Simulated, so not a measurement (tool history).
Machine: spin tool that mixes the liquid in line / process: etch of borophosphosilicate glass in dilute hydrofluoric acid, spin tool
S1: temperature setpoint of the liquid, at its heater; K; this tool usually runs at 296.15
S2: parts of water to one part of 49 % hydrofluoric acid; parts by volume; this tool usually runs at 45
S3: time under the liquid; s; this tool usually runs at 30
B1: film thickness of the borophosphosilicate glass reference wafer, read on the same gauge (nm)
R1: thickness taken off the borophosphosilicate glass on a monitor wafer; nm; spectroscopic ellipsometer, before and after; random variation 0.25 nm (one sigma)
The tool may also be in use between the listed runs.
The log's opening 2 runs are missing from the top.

run	hour	S1	S2	S3	B1	R1
3	49.5	296.15	45	20	110.02	40.89
4	66.4	296.15	45	20	109.98	41.23
5	83.2	296.15	45	30	110	61.37
6	106.3	296.15	45	30	110.01	61.48
7	138.9	296.15	45	30	110.03	61.42
8	151.1	296.15	45	30	109.97	61.77
9	181.3	296.15	45	30	110	61.84
10	206.6	296.15	45	30	109.98	61.89
11	257.7	296.15	45	30	110.01	62.08
12	278.4	296.15	45	30	109.99	62.2
13	306	299.65	35	40	110.01	124.29
14	327	296.15	45	30	110	61.91
15	348.6	300.15	55	35	110.03	69.24
# hour 378.3: gauge calibrated
16	379.4	294.65	45	45	109.95	88.03
# hour 389.1: thermometer replaced
17	398.4	296.15	35	15	110.02	42.95
18	433.4	299.65	45	15	110.02	38.05

Run 19 comes next. What will it give?
19	451.7	296.15	60	15	?	?

{"run 19": {"B1": 110, "R1": 24.03}}
The same run, on a tool lacking any hidden state, would have yielded R1 21.16 nm.
